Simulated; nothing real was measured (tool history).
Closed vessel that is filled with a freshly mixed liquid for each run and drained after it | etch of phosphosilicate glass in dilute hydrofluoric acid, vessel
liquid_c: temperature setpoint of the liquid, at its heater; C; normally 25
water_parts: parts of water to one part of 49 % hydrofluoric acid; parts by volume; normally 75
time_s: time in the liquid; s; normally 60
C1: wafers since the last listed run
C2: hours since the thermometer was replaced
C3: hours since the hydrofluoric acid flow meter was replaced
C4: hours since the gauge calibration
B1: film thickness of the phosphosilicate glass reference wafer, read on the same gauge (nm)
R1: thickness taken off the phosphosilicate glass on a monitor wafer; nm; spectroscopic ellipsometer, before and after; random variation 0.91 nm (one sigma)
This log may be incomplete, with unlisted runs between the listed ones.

{"run": 1, "hour": 0.0, "liquid_c": 28.5, "water_parts": 50, "time_s": 60, "C1": 0, "C2": 2761.2, "C3": 1726.4, "C4": 419.7, "B1": 110.01, "R1": 181.22}
{"run": 2, "hour": 35.0, "liquid_c": 28.5, "water_parts": 50, "time_s": 60, "C1": 3765, "C2": 2796.2, "C3": 1761.4, "C4": 454.7, "B1": 110.02, "R1": 185.26}
{"run": 3, "hour": 70.1, "liquid_c": 28.5, "water_parts": 50, "time_s": 60, "C1": 3775, "C2": 2831.3, "C3": 1796.5, "C4": 489.8, "B1": 109.98, "R1": 182.23}
{"run": 4, "hour": 125.3, "liquid_c": 26.5, "water_parts": 75, "time_s": 60, "C1": 5938, "C2": 2886.5, "C3": 1851.7, "C4": 545, "B1": 110.01, "R1": 109.04}
{"run": 5, "hour": 161.9, "liquid_c": 26.5, "water_parts": 75, "time_s": 60, "C1": 3937, "C2": 2923.1, "C3": 1888.3, "C4": 581.6, "B1": 110, "R1": 108.64}
{"run": 6, "hour": 224.0, "liquid_c": 26.5, "water_parts": 75, "time_s": 60, "C1": 6680, "C2": 2985.2, "C3": 1950.4, "C4": 643.7, "B1": 110.01, "R1": 107.55}
{"run": 7, "hour": 295.4, "liquid_c": 23, "water_parts": 105, "time_s": 60, "C1": 7681, "C2": 3056.6, "C3": 2021.8, "C4": 715.1, "B1": 109.98, "R1": 64.8}
{"run": 8, "hour": 355.4, "liquid_c": 25, "water_parts": 55, "time_s": 60, "C1": 6454, "C2": 3116.6, "C3": 2081.8, "C4": 775.1, "B1": 109.99, "R1": 141.87}
{"hour": 371.1, "done": "thermometer replaced"}
{"run": 9, "hour": 413.5, "liquid_c": 25, "water_parts": 55, "time_s": 60, "C1": 6142, "C2": 42.4, "C3": 2139.9, "C4": 833.2, "B1": 110, "R1": 141.29}
{"run": 10, "hour": 438.0, "liquid_c": 26.5, "water_parts": 75, "time_s": 60, "C1": 2635, "C2": 66.9, "C3": 2164.4, "C4": 857.7, "B1": 110.02, "R1": 108.71}
{"hour": 486.7, "done": "hydrofluoric acid flow meter replaced"}
{"hour": 494.3, "done": "gauge calibrated"}
{"run": 11, "hour": 509.2, "liquid_c": 25, "water_parts": 60, "time_s": 60, "C1": 7551, "C2": 138.1, "C3": 22.5, "C4": 14.9, "B1": 110, "R1": 119.24}
{"run": 12, "hour": 550.0, "liquid_c": 27, "water_parts": 95, "time_s": 30, "C1": 4389, "C2": 178.9, "C3": 63.3, "C4": 55.7, "B1": 109.96, "R1": 38.75}
{"run": 13, "hour": 589.2, "liquid_c": 22, "water_parts": 95, "time_s": 90, "C1": 4217, "C2": 218.1, "C3": 102.5, "C4": 94.9, "B1": 110.01, "R1": 96.47}
{"run": 14, "hour": 626.4, "liquid_c": 22.5, "water_parts": 115, "time_s": 60, "C1": 4001, "C2": 255.3, "C3": 139.7, "C4": 132.1, "B1": 110, "R1": 52.49}
{"run": 15, "hour": 662.0, "liquid_c": 20.5, "water_parts": 40, "time_s": 30, "C1": 3829, "C2": 290.9, "C3": 175.3, "C4": 167.7, "B1": 109.98, "R1": 76.3}
{"hour": 727.4, "done": "hydrofluoric acid flow meter replaced, repeated, since the last time left the tool worse"}
{"run": 16, "hour": 872.0, "liquid_c": 25, "water_parts": 110, "time_s": 40, "C1": 22483, "C2": 500.9, "C3": 144.6, "C4": 377.7, "B1": 109.99, "R1": 47.19}
{"run": 17, "hour": 925.2, "liquid_c": 25, "water_parts": 75, "time_s": 60, "C1": 5723, "C2": 554.1, "C3": 197.8, "C4": 430.9, "B1": 110, "R1": 110.62}
{"run": 18, "hour": 966.8, "liquid_c": 25, "water_parts": 85, "time_s": 60, "C1": 4475, "C2": 595.7, "C3": 239.4, "C4": 472.5, "B1": 109.98, "R1": 96.06}
{"run": 19, "hour": 1035.5, "liquid_c": 22.5, "water_parts": 75, "time_s": 30, "C1": 7390, "C2": 664.4, "C3": 308.1, "C4": 541.2, "B1": 110, "R1": 49.78}

State the hidden condition of the tool at each of the runs:
liquid hotter than its thermometer reads (K): 0 on each run
gauge reads high (%): 0 on each run
H1: hydrofluoric acid flow below the setpoint (%)
run=1 H1=7.24
run=2 H1=7.34
run=3 H1=7.45
run=4 H1=7.62
run=5 H1=7.73
run=6 H1=7.92
run=7 H1=8.14
run=8 H1=8.33
run=9 H1=8.5
run=10 H1=8.58
run=11 H1=14.9
run=12 H1=15.1
run=13 H1=15.2
run=14 H1=15.3
run=15 H1=15.4
run=16 H1=0.934
run=17 H1=1.1
run=18 H1=1.23
run=19 H1=1.44

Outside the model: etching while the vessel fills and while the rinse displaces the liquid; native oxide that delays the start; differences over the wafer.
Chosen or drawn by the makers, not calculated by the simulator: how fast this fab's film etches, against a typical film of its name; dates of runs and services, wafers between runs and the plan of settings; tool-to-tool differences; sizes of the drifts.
